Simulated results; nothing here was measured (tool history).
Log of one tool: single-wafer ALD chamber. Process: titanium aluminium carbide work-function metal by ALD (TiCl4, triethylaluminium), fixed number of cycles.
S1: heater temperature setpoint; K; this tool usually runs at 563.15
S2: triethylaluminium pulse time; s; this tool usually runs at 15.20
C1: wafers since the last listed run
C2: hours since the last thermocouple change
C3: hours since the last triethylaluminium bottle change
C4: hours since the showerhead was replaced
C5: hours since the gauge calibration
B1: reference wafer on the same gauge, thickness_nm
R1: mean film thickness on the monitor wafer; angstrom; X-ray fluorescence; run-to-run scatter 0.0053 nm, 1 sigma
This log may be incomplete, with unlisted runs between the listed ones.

run,hour,S1,S2,C1,C2,C3,C4,C5,B1,R1
1,0.0,563.15,15.20,0,2189.4,734.6,4743.8,64.4,2.400,20.84
2,11.4,563.15,15.20,97,2200.8,746.0,4755.2,75.8,2.399,20.90
3,17.5,563.15,15.20,52,2206.9,752.1,4761.3,81.9,2.400,20.96
4,33.8,563.15,13.28,139,2223.2,768.4,4777.6,98.2,2.400,20.51
5,44.6,563.15,13.28,92,2234.0,779.2,4788.4,109.0,2.399,20.51
6,61.6,558.15,11.02,145,2251.0,796.2,4805.4,126.0,2.400,19.42
7,70.2,558.15,11.02,73,2259.6,804.8,4814.0,134.6,2.400,19.37
8,82.1,558.15,11.02,102,2271.5,816.7,4825.9,146.5,2.400,19.47
9,88.4,563.15,15.20,54,2277.8,823.0,4832.2,152.8,2.401,20.70
10,99.3,555.15,13.51,93,2288.7,833.9,4843.1,163.7,2.400,19.86
# hour 108.7: showerhead replaced
# hour 117.9: thermocouple changed; heater temperature recalibrated
11,118.4,555.15,13.51,26,0.5,853.0,9.7,182.8,2.400,19.76
12,126.5,555.15,13.51,69,8.6,861.1,17.8,190.9,2.400,19.80
13,134.9,563.15,18.09,72,17.0,869.5,26.2,199.3,2.400,21.08
# hour 137.6: gauge calibrated
14,145.7,550.15,20.04,92,27.8,880.3,37.0,8.1,2.401,19.92
15,157.1,572.15,18.13,97,39.2,891.7,48.4,19.5,2.401,21.95
# hour 168.1: triethylaluminium bottle replaced
16,168.6,573.15,20.35,30,50.7,0.5,59.9,31.0,2.399,21.78
17,181.5,557.15,15.20,110,63.6,13.4,72.8,43.9,2.400,19.43
18,198.7,556.15,20.15,147,80.8,30.6,90.0,61.1,2.401,20.17
# hour 218.1: triethylaluminium bottle replaced, repeated, since the last time left the tool worse
19,218.6,555.15,21.15,102,100.7,0.5,109.9,81.0,2.401,20.57
20,228.6,556.15,20.15,85,110.7,10.5,119.9,91.0,2.400,20.52
21,241.4,563.15,15.20,109,123.5,23.3,132.7,103.8,2.400,21.18
22,248.1,552.15,20.86,57,130.2,30.0,139.4,110.5,2.400,20.20
23,255.3,575.15,15.20,61,137.4,37.2,146.6,117.7,2.400,22.27
24,269.2,563.15,15.20,119,151.3,51.1,160.5,131.6,2.400,21.07
25,276.9,563.15,15.20,66,159.0,58.8,168.2,139.3,2.399,21.09

Below are 4 alternative next runs, each starting from the tool's condition after run 25. Predict each:
A,277.3,563.15,15.20,3,159.4,59.2,168.6,139.7,?,?
B,277.3,554.15,18.07,3,159.4,59.2,168.6,139.7,?,?
C,277.3,567.15,13.19,3,159.4,59.2,168.6,139.7,?,?
D,277.3,573.15,15.20,3,159.4,59.2,168.6,139.7,?,?

run,B1,R1
A,2.400,21.15
B,2.400,20.39
C,2.400,21.37
D,2.400,22.12
The same runs, with their run-to-run variation unchanged, on a tool lacking any hidden condition would have given:
run,R1
A,21.20
B,20.41
C,21.46
D,22.17
